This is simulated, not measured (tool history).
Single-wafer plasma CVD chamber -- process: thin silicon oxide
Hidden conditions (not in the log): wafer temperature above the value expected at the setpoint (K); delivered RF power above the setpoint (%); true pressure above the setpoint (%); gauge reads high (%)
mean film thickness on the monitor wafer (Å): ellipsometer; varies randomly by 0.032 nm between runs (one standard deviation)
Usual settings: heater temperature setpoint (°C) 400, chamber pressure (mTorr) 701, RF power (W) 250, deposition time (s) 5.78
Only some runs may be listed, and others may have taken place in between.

run	hour	heater temperature setpoint (°C)	chamber pressure (mTorr)	RF power (W)	deposition time (s)	wafers since the last listed run	hours since the last thermocouple change	hours since the last RF generator calibration	hours since the last manometer calibration	hours since the showerhead was replaced	hours since the gauge calibration	read-back reference wafer on the same gauge, thickness_nm	mean film thickness on the monitor wafer (Å)
1	0.0	400	701	250	5.78	0	525.4	657.4	1308.9	2604.7	1045.5	8.013	79.91
2	85.7	400	701	250	5.78	1716	611.1	743.1	1394.6	2690.4	1131.2	8.014	80.39
# hour 137.1: gauge calibrated
3	172.1	400	701	250	5.78	1730	697.5	829.5	1481.0	2776.8	35.0	8.014	80.09
4	274.1	400	701	250	5.78	2042	799.5	931.5	1583.0	2878.8	137.0	8.017	79.62
5	369.7	400	701	250	5.78	1914	895.1	1027.1	1678.6	2974.4	232.6	8.022	79.62
6	472.6	400	701	250	5.78	2060	998.0	1130.0	1781.5	3077.3	335.5	8.020	79.63
7	538.5	400	701	250	5.78	1319	1063.9	1195.9	1847.4	3143.2	401.4	8.018	80.18
# hour 630.2: capacitance manometer re-zeroed and calibrated
8	643.0	400	701	250	5.78	1932	1168.4	1300.4	12.8	3247.7	505.9	8.025	79.70
9	705.7	400	701	250	5.78	1255	1231.1	1363.1	75.5	3310.4	568.6	8.021	79.42
10	809.3	400	701	250	5.78	2074	1334.7	1466.7	179.1	3414.0	672.2	8.028	80.07
# hour 904.2: thermocouple changed; heater temperature recalibrated
# hour 992.8: showerhead replaced
11	1079.1	400	865	250	5.78	5083	174.9	1736.5	448.9	86.3	942.0	8.017	94.38
12	1153.2	400	701	275	6.20	1484	249.0	1810.6	523.0	160.4	1016.1	8.023	89.27
# hour 1165.0: gauge calibrated
13	1213.6	411	701	250	6.25	1209	309.4	1871.0	583.4	220.8	48.6	8.015	85.62
14	1301.0	400	701	250	5.78	1750	396.8	1958.4	670.8	308.2	136.0	8.025	80.27
15	1338.0	400	701	250	5.78	741	433.8	1995.4	707.8	345.2	173.0	8.019	80.15
# hour 1414.2: RF generator calibrated
16	1439.9	400	701	250	5.78	1880	535.7	25.7	809.7	447.1	274.9	8.013	79.85
17	1538.1	413	701	250	5.78	1966	633.9	123.9	907.9	545.3	373.1	8.009	79.64
18	1640.9	406	701	210	5.78	2058	736.7	226.7	1010.7	648.1	475.9	8.016	73.69
19	1724.9	400	549	280	6.91	1682	820.7	310.7	1094.7	732.1	559.9	8.011	81.58
20	1802.4	400	701	270	5.78	1552	898.2	388.2	1172.2	809.6	637.4	8.017	81.87
21	1862.0	390	793	210	5.78	1193	957.8	447.8	1231.8	869.2	697.0	8.024	82.59

Entry by entry between the runs, the difference in hidden state between the last listed run before and the first listed run after:
Run 2 -> run 3: gauge calibrated (hour 137.1)
  nothing in the hidden state changes from one run to the other
Run 7 -> run 8: capacitance manometer re-zeroed and calibrated (hour 630.2)
  nothing in the hidden state changes from one run to the other
Run 10 -> run 11: thermocouple changed; heater temperature recalibrated (hour 904.2); showerhead replaced (hour 992.8)
  nothing in the hidden state changes from one run to the other
Run 12 -> run 13: gauge calibrated (hour 1165.0)
  nothing in the hidden state changes from one run to the other
Run 15 -> run 16: RF generator calibrated (hour 1414.2)
  nothing in the hidden state changes from one run to the other

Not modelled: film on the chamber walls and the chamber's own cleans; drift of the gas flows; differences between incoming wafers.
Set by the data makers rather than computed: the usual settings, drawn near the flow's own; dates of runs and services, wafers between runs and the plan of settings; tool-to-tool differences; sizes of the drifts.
